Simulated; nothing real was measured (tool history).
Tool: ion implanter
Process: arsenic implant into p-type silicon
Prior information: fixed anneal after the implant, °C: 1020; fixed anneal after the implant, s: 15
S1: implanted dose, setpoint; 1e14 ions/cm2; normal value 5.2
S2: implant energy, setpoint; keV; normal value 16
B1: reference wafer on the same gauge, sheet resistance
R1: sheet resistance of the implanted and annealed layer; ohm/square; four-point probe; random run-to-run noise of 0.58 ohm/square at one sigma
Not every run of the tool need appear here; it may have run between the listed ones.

run,hour,S1,S2,B1,R1
1,0,5.2,16,283.78,239.54
2,55.6,5.2,16,283.8,239.89
3,164,5.2,11.5,284.34,249.11
4,220.4,5.2,16,283.96,240.39
5,262.4,5.2,16,283.95,239.77
# hour 274: Faraday cup replaced and dose calibrated
6,327.9,5.2,16,283.84,239.82
# hour 362.2: gauge calibrated
7,479.2,5.2,16,283.97,239.2
8,539.3,5.2,16,283.96,240.03
9,591.8,5.2,16,283.93,240.69
# hour 666.7: extraction supply calibrated
10,667.2,5.2,16,283.74,239.9
11,695.6,5.2,16,284.1,240.53
12,722.3,4.11,17.5,283.78,281.52
13,783.7,5.2,16,283.95,239.79
# hour 820.3: Faraday cup replaced and dose calibrated
14,826.7,5.86,11.5,283.94,229.03
15,861.4,5.2,12,284.04,248.17
16,892.3,4.42,18,284.04,265.76
17,938.9,3.76,21,284.03,293.76
18,967.2,4.69,21.5,284.22,249.06
19,1005.6,4.42,18,283.93,265.73
20,1070.4,6.2,20,283.96,205.16
21,1120.7,5.64,16,283.92,227.72
22,1151,6.32,10.5,284.07,220.83

For run 23, what comes out?
23,1204.3,5.2,16,?,?

B1: 283.96
R1: 239.43 ohm/square
Take away the tool's hidden state, keep the run-to-run variation as it was, and the same run would have given R1 239.43 ohm/square.

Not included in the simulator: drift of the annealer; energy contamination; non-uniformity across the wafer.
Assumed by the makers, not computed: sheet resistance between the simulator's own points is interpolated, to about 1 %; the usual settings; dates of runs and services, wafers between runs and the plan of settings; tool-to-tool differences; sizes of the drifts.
